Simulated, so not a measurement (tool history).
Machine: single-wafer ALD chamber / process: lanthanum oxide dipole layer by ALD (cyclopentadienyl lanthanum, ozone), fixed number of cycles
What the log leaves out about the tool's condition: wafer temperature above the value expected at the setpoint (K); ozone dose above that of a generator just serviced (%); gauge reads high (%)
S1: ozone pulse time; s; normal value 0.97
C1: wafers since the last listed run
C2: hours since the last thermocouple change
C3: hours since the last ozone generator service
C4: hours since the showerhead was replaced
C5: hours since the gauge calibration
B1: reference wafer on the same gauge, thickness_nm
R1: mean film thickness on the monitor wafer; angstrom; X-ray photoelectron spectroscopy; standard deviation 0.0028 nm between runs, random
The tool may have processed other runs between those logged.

run	hour	S1	C1	C2	C3	C4	C5	B1	R1
1	0	0.97	0	776.5	1126.5	6751.1	341.6	0.529	4.44
2	8.7	0.97	193	785.2	1135.2	6759.8	350.3	0.528	4.49
3	24	0.97	339	800.5	1150.5	6775.1	365.6	0.528	4.45
4	32	1.17	177	808.5	1158.5	6783.1	373.6	0.529	4.7
5	40.7	1.17	193	817.2	1167.2	6791.8	382.3	0.529	4.68
6	52.6	1.17	264	829.1	1179.1	6803.7	394.2	0.53	4.65
7	67.1	1.05	322	843.6	1193.6	6818.2	408.7	0.53	4.5
# hour 85.1: showerhead replaced
8	95.8	1.05	459	872.3	1222.3	10.7	437.4	0.528	4.52
9	133.3	1.05	833	909.8	1259.8	48.2	474.9	0.529	4.5
10	146.9	0.97	302	923.4	1273.4	61.8	488.5	0.529	4.35
11	163.3	0.97	364	939.8	1289.8	78.2	504.9	0.529	4.37
12	172.4	0.86	202	948.9	1298.9	87.3	514	0.529	4.22
13	185.1	1.3	282	961.6	1311.6	100	526.7	0.53	4.77
# hour 194.8: thermocouple changed; heater temperature recalibrated
14	195.3	0.97	48	0.5	1321.8	110.2	536.9	0.529	4.39
# hour 237.6: ozone generator serviced
15	241.3	0.61	844	46.5	3.7	156.2	582.9	0.528	4.39
16	253.2	1.09	264	58.4	15.6	168.1	594.8	0.529	5.06
17	261.3	0.97	179	66.5	23.7	176.2	602.9	0.53	4.98
18	271	0.97	215	76.2	33.4	185.9	612.6	0.528	4.93
19	282.1	1.09	246	87.3	44.5	197	623.7	0.529	5
# hour 310.1: gauge calibrated
20	312.6	1.18	677	117.8	75	227.5	2.5	0.529	5.17
21	328.7	0.97	357	133.9	91.1	243.6	18.6	0.53	4.89
22	342.3	0.84	302	147.5	104.7	257.2	32.2	0.529	4.71
23	355.8	1.12	299	161	118.2	270.7	45.7	0.528	5.08
24	373.4	0.97	391	178.6	135.8	288.3	63.3	0.529	4.95
25	384.2	1.29	239	189.4	146.6	299.1	74.1	0.529	5.24
26	391.8	0.74	168	197	154.2	306.7	81.7	0.529	4.6
27	401.2	0.97	208	206.4	163.6	316.1	91.1	0.528	4.91
28	409.5	0.97	184	214.7	171.9	324.4	99.4	0.529	4.82
29	425.8	1.23	362	231	188.2	340.7	115.7	0.529	5.13
30	434.5	0.68	193	239.7	196.9	349.4	124.4	0.529	4.43
31	444.6	0.67	224	249.8	207	359.5	134.5	0.529	4.42
32	458.3	0.78	304	263.5	220.7	373.2	148.2	0.528	4.55
33	467.3	1.19	199	272.5	229.7	382.2	157.2	0.528	5.08
34	480.1	1.13	284	285.3	242.5	395	170	0.529	5.02
35	497.8	1.27	393	303	260.2	412.7	187.7	0.529	5.12

A few steps of R1 between consecutive runs. Split each: what settings, incoming material and random variation would produce without the hidden state, and what is left over for the hidden state, along with gauge scatter present in only one of the two compared results (measured, and without hidden state):
Run 12 -> 13: S1 0.86 -> 1.3. R1 +0.55 angstrom: hidden state +0.11, all else +0.44.
Run 13 -> 14: S1 1.3 -> 0.97, thermocouple changed; heater temperature recalibrated. R1 -0.38 angstrom: hidden state -0.09, all else -0.29.
Run 14 -> 15: S1 0.97 -> 0.61, ozone generator serviced. R1 +0 angstrom: hidden state +0.58, all else -0.58.
Run 15 -> 16: S1 0.61 -> 1.09. R1 +0.67 angstrom: hidden state +0, all else +0.67.
Run 25 -> 26: S1 1.29 -> 0.74. R1 -0.64 angstrom: hidden state -0.01, all else -0.63.
Run 29 -> 30: S1 1.23 -> 0.68. R1 -0.7 angstrom: hidden state -0.01, all else -0.69.

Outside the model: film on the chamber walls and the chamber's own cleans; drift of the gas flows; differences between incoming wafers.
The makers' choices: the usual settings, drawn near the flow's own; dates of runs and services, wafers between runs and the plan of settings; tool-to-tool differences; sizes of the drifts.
